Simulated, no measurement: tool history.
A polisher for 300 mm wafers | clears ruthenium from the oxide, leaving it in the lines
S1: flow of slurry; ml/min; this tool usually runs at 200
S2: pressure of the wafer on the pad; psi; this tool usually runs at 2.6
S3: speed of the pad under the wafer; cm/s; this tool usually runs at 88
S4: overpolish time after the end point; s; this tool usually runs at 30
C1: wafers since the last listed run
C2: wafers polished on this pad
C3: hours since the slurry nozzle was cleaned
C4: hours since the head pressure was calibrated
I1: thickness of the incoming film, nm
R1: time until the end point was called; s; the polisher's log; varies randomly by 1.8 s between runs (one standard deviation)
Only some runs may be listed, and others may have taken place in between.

Run 1, hour 0: usual settings; C1 0; C2 3294; C3 357.7; C4 218.4; I1 120.6. Result: R1 117.1 s.
At hour 43.7: worn pad replaced by a new one.
Run 2, hour 92.1: usual settings; C1 774; C2 425; C3 449.8; C4 310.5; I1 121.5. Result: R1 117.8 s.
Run 3, hour 181: usual settings; C1 781; C2 1206; C3 538.7; C4 399.4; I1 118.5. Result: R1 116.2 s.
At hour 198.1: slurry nozzle cleaned.
Run 4, hour 258.3: usual settings; C1 670; C2 1877; C3 60.2; C4 476.7; I1 121.6. Result: R1 116.8 s.
Run 5, hour 310.1: usual settings; C1 455; C2 2332; C3 112; C4 528.5; I1 119.3. Result: R1 116.3 s.
Run 6, hour 383.8: usual settings; C1 647; C2 2980; C3 185.7; C4 602.2; I1 120.5. Result: R1 113 s.
Run 7, hour 475.7: usual settings; C1 807; C2 3788; C3 277.6; C4 694.1; I1 120.9. Result: R1 114.6 s.
Run 8, hour 526.4: usual settings; C1 445; C2 4233; C3 328.3; C4 744.8; I1 122. Result: R1 116.6 s.
Run 9, hour 584.3: usual settings; C1 508; C2 4742; C3 386.2; C4 802.7; I1 121.1. Result: R1 120.3 s.
At hour 588.6: worn pad replaced by a new one.
Run 10, hour 633.7: usual settings; C1 398; C2 396; C3 435.6; C4 852.1; I1 119.9. Result: R1 116.6 s.
Run 11, hour 714.6: usual settings; C1 710; C2 1107; C3 516.5; C4 933; I1 119.2. Result: R1 118.8 s.
At hour 739.2: slurry nozzle cleaned.
At hour 745.5: head pressure recalibrated.
Run 12, hour 782.4: usual settings but S4 18 s; C1 569; C2 1676; C3 43.2; C4 36.9; I1 120.2. Result: R1 113.2 s.
Run 13, hour 883.3: usual settings; C1 886; C2 2563; C3 144.1; C4 137.8; I1 119.7. Result: R1 110.6 s.
Run 14, hour 973.9: usual settings but S2 2.3 psi, S4 41 s; C1 796; C2 3359; C3 234.7; C4 228.4; I1 120.3. Result: R1 129.3 s.
At hour 1052.3: worn pad replaced by a new one.
Run 15, hour 1206.1: usual settings but S1 180 ml/min, S2 3 psi, S3 68 cm/s, S4 39 s; C1 2005; C2 1351; C3 466.9; C4 460.6; I1 119.2. Result: R1 131.4 s.
Run 16, hour 1308.4: usual settings; C1 899; C2 2250; C3 569.2; C4 562.9; I1 119.4. Result: R1 119.6 s.
At hour 1317.5: slurry nozzle cleaned.
Run 17, hour 1393.2: usual settings; C1 736; C2 2987; C3 75.7; C4 647.7; I1 118.6. Result: R1 109.6 s.
At hour 1478.1: worn pad replaced by a new one, of another model than before.
Run 18, hour 1499.6: usual settings but S1 260 ml/min, S3 78 cm/s; C1 899; C2 188; C3 182.1; C4 754.1; I1 119.9. Result: R1 119.6 s.
Run 19, hour 1565.1: usual settings but S1 165 ml/min, S3 76 cm/s; C1 575; C2 764; C3 247.6; C4 819.6; I1 119.8. Result: R1 129.6 s.
Run 20, hour 1663.3: usual settings but S1 240 ml/min, S4 42 s; C1 862; C2 1627; C3 345.8; C4 917.8; I1 121. Result: R1 108.7 s.
At hour 1737.3: head pressure recalibrated.
Run 21, hour 1753.6: usual settings but S3 102 cm/s; C1 775; C2 2403; C3 436.1; C4 16.3; I1 120.1. Result: R1 101.5 s.
At hour 1878.5: slurry nozzle cleaned.
At hour 1896.9: worn pad replaced by a new one.
Run 22, hour 2021.5: usual settings but S2 2.1 psi, S3 118 cm/s; C1 2310; C2 1094; C3 143; C4 284.2; I1 118.1. Result: R1 102.1 s.
Run 23, hour 2086.9: usual settings; C1 574; C2 1669; C3 208.4; C4 349.6; I1 122. Result: R1 115.5 s.
At hour 2361.4: slurry nozzle cleaned.
At hour 2374.4: worn pad replaced by a new one.
Run 24, hour 2388.8: usual settings but S1 140 ml/min, S2 3 psi; C1 2609; C2 126; C3 27.4; C4 651.5; I1 121.2. Result: R1 108 s.

How the hidden state differs across the entries between the runs, from the last listed run before each to the first after it:
From run 1 to run 2: worn pad replaced by a new one (hour 43.7)
  slurry flow missing at the pad, %: 33.9 -> 40.7
  what was measured, less what the result would be without the hidden state, R1: +6.2 -> +8.1 s
From run 3 to run 4: slurry nozzle cleaned (hour 198.1)
  slurry flow missing at the pad, %: 47.2 -> 5.58
  what was measured, less what the result would be without the hidden state, R1: +10 -> +0.8 s
From run 9 to run 10: worn pad replaced by a new one (hour 588.6)
  slurry flow missing at the pad, %: 29.6 -> 33.2
  what was measured, less what the result would be without the hidden state, R1: +5.4 -> +6 s
From run 11 to run 12: slurry nozzle cleaned (hour 739.2); head pressure recalibrated (hour 745.5)
  slurry flow missing at the pad, %: 39.2 -> 7.33
  what was measured, less what the result would be without the hidden state, R1: +7.8 -> +1 s
From run 14 to run 15: worn pad replaced by a new one (hour 1052.3)
  slurry flow missing at the pad, %: 21.4 -> 38.5
  what was measured, less what the result would be without the hidden state, R1: +3.9 -> +9.1 s
From run 16 to run 17: slurry nozzle cleaned (hour 1317.5)
  slurry flow missing at the pad, %: 46.1 -> 8.87
  what was measured, less what the result would be without the hidden state, R1: +9.9 -> +1.2 s
From run 17 to run 18: worn pad replaced by a new one, of another model than before (hour 1478.1)
  slurry flow missing at the pad, %: 8.87 -> 16.7
  what was measured, less what the result would be without the hidden state, R1: +1.2 -> +1.3 s
From run 20 to run 21: head pressure recalibrated (hour 1737.3)
  slurry flow missing at the pad, %: 28.8 -> 35.4
  what was measured, less what the result would be without the hidden state, R1: +2.3 -> +3.1 s
From run 21 to run 22: slurry nozzle cleaned (hour 1878.5); worn pad replaced by a new one (hour 1896.9)
  slurry flow missing at the pad, %: 35.4 -> 13.8
  what was measured, less what the result would be without the hidden state, R1: +3.1 -> +1.1 s
From run 23 to run 24: slurry nozzle cleaned (hour 2361.4); worn pad replaced by a new one (hour 2374.4)
  slurry flow missing at the pad, %: 18.6 -> 3.98
  what was measured, less what the result would be without the hidden state, R1: +1.7 -> +0.3 s

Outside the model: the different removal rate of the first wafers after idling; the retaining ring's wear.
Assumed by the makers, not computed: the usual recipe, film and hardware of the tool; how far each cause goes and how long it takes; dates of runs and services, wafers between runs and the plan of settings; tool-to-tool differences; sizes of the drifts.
